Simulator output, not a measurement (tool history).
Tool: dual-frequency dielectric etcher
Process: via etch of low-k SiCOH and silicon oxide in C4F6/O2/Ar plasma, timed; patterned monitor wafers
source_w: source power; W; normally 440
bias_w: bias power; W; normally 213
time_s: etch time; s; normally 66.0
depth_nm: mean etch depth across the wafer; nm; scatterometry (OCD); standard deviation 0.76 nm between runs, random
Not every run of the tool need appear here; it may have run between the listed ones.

run	day	source_w	bias_w	time_s	wafers since the last listed run	hours since the last wet clean	hours since the last source power generator calibration	hours since the last bias power generator calibration	hours since the last upper electrode change	hours since the gauge calibration	read-back reference wafer on the same gauge, depth_nm	depth_nm
1	0.000	480	228	66.0	0	583.6	235.1	4581.3	4600.1	496.5	194.0	206.9
# day 4.508: wet clean of the chamber
2	4.529	480	228	66.0	1188	0.5	343.8	4690.0	4708.8	605.2	193.9	207.1
# day 7.021: bias power generator calibrated
3	7.042	440	213	66.0	789	60.8	404.1	0.5	4769.1	665.5	194.0	193.9
4	9.021	440	213	66.0	666	108.3	451.6	48.0	4816.6	713.0	194.1	192.0
5	13.292	440	213	66.0	1437	210.8	554.1	150.5	4919.1	815.5	193.9	193.4
6	16.204	440	213	66.0	980	280.7	624.0	220.4	4989.0	885.4	194.1	194.2
7	19.542	440	213	66.0	1123	360.8	704.1	300.5	5069.1	965.5	194.2	194.6
# day 20.671: upper electrode replaced
8	23.712	440	213	66.0	1067	460.9	804.2	400.6	73.0	1065.6	194.0	194.5
9	26.383	480	239	81.5	899	525.0	868.3	464.7	137.1	1129.7	194.0	264.6
10	27.996	440	213	66.0	542	563.7	907.0	503.4	175.8	1168.4	193.9	194.0
# day 30.438: wet clean of the chamber
11	30.458	440	187	66.0	492	0.5	966.1	562.5	234.9	1227.5	193.9	183.4
12	31.550	360	213	77.0	367	26.7	992.3	588.7	261.1	1253.7	193.8	203.8
13	35.867	440	213	66.0	1453	130.3	1095.9	692.3	364.7	1357.3	194.0	194.9
14	37.483	440	213	83.5	544	169.1	1134.7	731.1	403.5	1396.1	194.1	246.1
15	41.188	440	249	82.0	1246	258.0	1223.6	820.0	492.4	1485.0	194.1	258.2
16	44.883	440	213	66.0	1244	346.7	1312.3	908.7	581.1	1573.7	193.9	196.6
17	49.162	540	213	66.0	1440	449.4	1415.0	1011.4	683.8	1676.4	193.9	217.8
18	52.646	540	237	66.0	1172	533.0	1498.6	1095.0	767.4	1760.0	194.2	226.8
# day 53.817: wet clean of the chamber
19	54.179	440	213	66.0	179	8.7	1535.4	1131.8	804.2	1796.8	194.0	196.0
20	56.571	440	256	58.0	805	66.1	1592.8	1189.2	861.6	1854.2	194.0	188.3
# day 58.467: gauge calibrated
21	60.162	400	213	76.0	1209	152.3	1679.0	1275.4	947.8	40.7	193.9	216.7
# day 64.846: source power generator calibrated
22	65.229	440	256	58.0	1649	273.9	9.2	1397.0	1069.4	162.3	194.0	184.9
23	68.708	440	213	53.0	1171	357.4	92.7	1480.5	1152.9	245.8	193.9	157.4
24	71.262	440	238	66.0	859	418.7	154.0	1541.8	1214.2	307.1	194.2	203.5
25	74.067	440	213	66.0	943	486.0	221.3	1609.1	1281.5	374.4	194.0	194.0
26	77.321	440	213	66.0	1095	564.1	299.4	1687.2	1359.6	452.5	194.0	193.1
# day 81.733: wet clean of the chamber
27	81.754	440	249	82.0	1155	0.5	405.8	1793.6	1466.0	558.9	194.0	256.4
28	85.096	490	227	56.5	1124	80.7	486.0	1873.8	1546.2	639.1	194.0	181.0
29	89.546	500	239	56.5	1498	187.5	592.8	1980.6	1653.0	745.9	193.7	185.2
30	93.067	440	213	81.0	1185	272.0	677.3	2065.1	1737.5	830.4	193.8	240.3

Same runs, no hidden state in the tool, same run-to-run variation:
Unlogged tool condition in this case: etch rate over this chamber's usual, %; source power that arrives over what is set, %; bias power that arrives over what is set, %; gauge reads high (%).
run	depth_nm
1	207.3
2	207.4
3	194.0
4	192.1
5	193.4
6	194.0
7	194.3
8	194.0
9	263.7
10	193.2
11	182.5
12	202.8
13	193.7
14	244.3
15	256.0
16	194.7
17	215.1
18	223.7
19	193.2
20	185.4
21	212.9
22	184.7
23	157.2
24	203.2
25	193.6
26	192.7
27	255.8
28	180.4
29	184.5
30	239.2
